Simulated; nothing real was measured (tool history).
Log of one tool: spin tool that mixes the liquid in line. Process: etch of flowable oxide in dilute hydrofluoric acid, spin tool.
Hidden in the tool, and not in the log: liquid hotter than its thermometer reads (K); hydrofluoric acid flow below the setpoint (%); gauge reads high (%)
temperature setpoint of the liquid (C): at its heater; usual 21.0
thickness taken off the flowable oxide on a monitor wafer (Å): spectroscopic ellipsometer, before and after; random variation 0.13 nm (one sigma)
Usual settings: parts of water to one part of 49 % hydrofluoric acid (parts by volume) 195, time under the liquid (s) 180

run    hour  temperature setpoint of the liquid (C)  parts of water to one part of 49 % hydrofluoric acid (parts by volume)  time under the liquid (s)  wafers since the last listed run  hours since the thermometer was replaced  hours since the hydrofluoric acid flow meter was replaced  hours since the gauge calibration  read-back film thickness of the flowable oxide reference wafer, read on the same gauge (nm)  thickness taken off the flowable oxide on a monitor wafer (Å)
  1     0.0                                    21.0                                                                     195                        180                                 0                                     986.2                                                     1716.4                             3172.6                                                                                        99.98                                                          171.0
  2    41.6                                    21.0                                                                     195                        180                               384                                    1027.8                                                     1758.0                             3214.2                                                                                        99.98                                                          171.4
  3    84.8                                    21.0                                                                     195                        180                               399                                    1071.0                                                     1801.2                             3257.4                                                                                       100.00                                                          172.5
  4   177.5                                    21.0                                                                     195                        260                               857                                    1163.7                                                     1893.9                             3350.1                                                                                       100.02                                                          249.5
  5   278.0                                    21.0                                                                     195                        260                               929                                    1264.2                                                     1994.4                             3450.6                                                                                       100.03                                                          251.5
      335.4  -- hydrofluoric acid flow meter replaced
      344.2  -- thermometer replaced
  6   385.4                                    21.0                                                                     195                        260                               975                                      41.2                                                       50.0                             3558.0                                                                                        99.96                                                          239.7
  7   447.0                                    21.0                                                                     195                        180                               569                                     102.8                                                      111.6                             3619.6                                                                                       100.04                                                          167.3
  8   546.6                                    22.5                                                                     195                        180                               921                                     202.4                                                      211.2                             3719.2                                                                                       100.03                                                          174.0
  9   628.8                                    21.0                                                                     195                        180                               760                                     284.6                                                      293.4                             3801.4                                                                                       100.00                                                          167.1
 10   670.6                                    24.0                                                                     195                        180                               386                                     326.4                                                      335.2                             3843.2                                                                                       100.03                                                          187.7
      838.4  -- gauge calibrated
 11   940.7                                    18.5                                                                     270                        215                              2498                                     596.5                                                      605.3                              102.3                                                                                       100.03                                                          123.8
 12  1030.6                                    17.0                                                                     260                        105                               831                                     686.4                                                      695.2                              192.2                                                                                        99.99                                                           59.4
 13  1084.2                                    21.0                                                                     130                        210                               495                                     740.0                                                      748.8                              245.8                                                                                       100.00                                                          319.5
 14  1179.9                                    21.0                                                                     195                        180                               885                                     835.7                                                      844.5                              341.5                                                                                        99.98                                                          170.4
 15  1230.8                                    21.0                                                                     195                        180                               470                                     886.6                                                      895.4                              392.4                                                                                       100.01                                                          169.2
 16  1306.4                                    21.0                                                                     195                        180                               699                                     962.2                                                      971.0                              468.0                                                                                       100.00                                                          169.9
 17  1354.4                                    18.5                                                                     120                        240                               444                                    1010.2                                                     1019.0                              516.0                                                                                       100.00                                                          363.9
 18  1420.6                                    25.5                                                                     285                        220                               612                                    1076.4                                                     1085.2                              582.2                                                                                        99.98                                                          152.9
 19  1500.6                                    25.0                                                                     225                        125                               740                                    1156.4                                                     1165.2                              662.2                                                                                       100.02                                                          115.3
 20  1580.6                                    21.0                                                                     195                        180                               740                                    1236.4                                                     1245.2                              742.2                                                                                        99.97                                                          171.4
 21  1645.9                                    17.0                                                                     130                         95                               604                                    1301.7                                                     1310.5                              807.5                                                                                       100.01                                                          125.8
 22  1740.5                                    18.0                                                                     195                        285                               875                                    1396.3                                                     1405.1                              902.1                                                                                       100.02                                                          243.7
     1763.3  -- thermometer replaced
 23  1843.5                                    18.5                                                                     195                        180                               943                                      80.2                                                     1508.1                             1005.1                                                                                       100.01                                                          148.9
 24  1896.1                                    21.0                                                                     195                        180                               486                                     132.8                                                     1560.7                             1057.7                                                                                       100.01                                                          162.3
 25  1943.9                                    21.0                                                                     195                        180                               442                                     180.6                                                     1608.5                             1105.5                                                                                        99.96                                                          165.5
 26  2050.9                                    21.0                                                                     235                        100                               989                                     287.6                                                     1715.5                             1212.5                                                                                        99.99                                                           73.2
 27  2113.4                                    21.0                                                                     195                        225                               578                                     350.1                                                     1778.0                             1275.0                                                                                       100.00                                                          208.6
 28  2194.2                                    25.5                                                                     245                         85                               747                                     430.9                                                     1858.8                             1355.8                                                                                       100.02                                                           70.8
 29  2296.0                                    21.0                                                                     195                        180                               941                                     532.7                                                     1960.6                             1457.6                                                                                        99.98                                                          168.9
 30  2372.5                                    21.0                                                                     195                        180                               707                                     609.2                                                     2037.1                             1534.1                                                                                       100.04                                                          169.0
 31  2447.5                                    21.0                                                                     195                        180                               693                                     684.2                                                     2112.1                             1609.1                                                                                       100.00                                                          169.8
     2464.4  -- hydrofluoric acid flow meter replaced
 32  2553.0                                    21.0                                                                     265                        115                               966                                     789.7                                                       88.6                             1714.6                                                                                       100.01                                                           74.9

Hidden state or all else? Some run-to-run changes of thickness taken off the flowable oxide on a monitor wafer (Å), split into what the settings, what came in and random variation would give without the hidden state, and what is left for the hidden state (with any gauge scatter that isn't in both results):
Run 5 -> 6: hydrofluoric acid flow meter replaced, thermometer replaced. thickness taken off the flowable oxide on a monitor wafer (Å) -11.8: hidden state -13.7, all else +1.9.
Run 12 -> 13: temperature setpoint of the liquid (C) 17.0 -> 21.0, parts of water to one part of 49 % hydrofluoric acid (parts by volume) 260 -> 130, time under the liquid (s) 105 -> 210. thickness taken off the flowable oxide on a monitor wafer (Å) +260.1: hidden state +8.3, all else +251.8.
Run 16 -> 17: temperature setpoint of the liquid (C) 21.0 -> 18.5, parts of water to one part of 49 % hydrofluoric acid (parts by volume) 195 -> 120, time under the liquid (s) 180 -> 240. thickness taken off the flowable oxide on a monitor wafer (Å) +194.0: hidden state +9.1, all else +184.9.
Run 17 -> 18: temperature setpoint of the liquid (C) 18.5 -> 25.5, parts of water to one part of 49 % hydrofluoric acid (parts by volume) 120 -> 285, time under the liquid (s) 240 -> 220. thickness taken off the flowable oxide on a monitor wafer (Å) -211.0: hidden state -9.7, all else -201.3.
Run 22 -> 23: temperature setpoint of the liquid (C) 18.0 -> 18.5, time under the liquid (s) 285 -> 180, thermometer replaced. thickness taken off the flowable oxide on a monitor wafer (Å) -94.8: hidden state -12.7, all else -82.1.
